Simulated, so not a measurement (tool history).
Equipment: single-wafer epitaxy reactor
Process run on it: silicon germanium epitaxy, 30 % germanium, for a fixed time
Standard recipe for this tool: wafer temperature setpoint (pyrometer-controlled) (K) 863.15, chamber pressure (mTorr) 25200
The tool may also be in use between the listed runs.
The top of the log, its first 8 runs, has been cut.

run    hour  wafer temperature setpoint (pyrometer-controlled) (K)  chamber pressure (mTorr)  read-back reference wafer on the same gauge, thickness_nm  mean film thickness on the monitor wafer (angstrom)
  9   918.5                                                 863.15                     25200                                                     60.101                                               509.48
 10   981.4                                                 863.15                     25200                                                     59.951                                               510.47
 11  1068.3                                                 863.15                     25200                                                     59.922                                               508.46
 12  1169.6                                                 863.15                     25200                                                     60.055                                               512.79
     1242.8  -- capacitance manometer re-zeroed and calibrated
 13  1243.3                                                 863.15                     25200                                                     60.094                                               522.90
 14  1298.1                                                 863.15                     25200                                                     60.012                                               519.06
 15  1370.3                                                 856.15                     25200                                                     59.917                                               457.73
     1395.7  -- pyrometer calibrated
 16  1470.2                                                 878.15                     22900                                                     59.937                                               646.28
 17  1744.5                                                 863.15                     25200                                                     60.068                                               518.63
 18  1814.2                                                 869.15                     29600                                                     59.970                                               587.88
 19  1861.3                                                 863.15                     20100                                                     60.082                                               489.25
 20  1941.3                                                 859.15                     23300                                                     60.026                                               474.16

Estimate the outcome of run 21 from the log above:
 21  1995.2                                                 863.15                     25200                                                          ?                                                    ?

{"run 21": {"read-back reference wafer on the same gauge, thickness_nm": 60.1, "mean film thickness on the monitor wafer (angstrom)": 513.77}}
The same run, on a tool lacking any hidden state, would have yielded mean film thickness on the monitor wafer (angstrom) 516.85.

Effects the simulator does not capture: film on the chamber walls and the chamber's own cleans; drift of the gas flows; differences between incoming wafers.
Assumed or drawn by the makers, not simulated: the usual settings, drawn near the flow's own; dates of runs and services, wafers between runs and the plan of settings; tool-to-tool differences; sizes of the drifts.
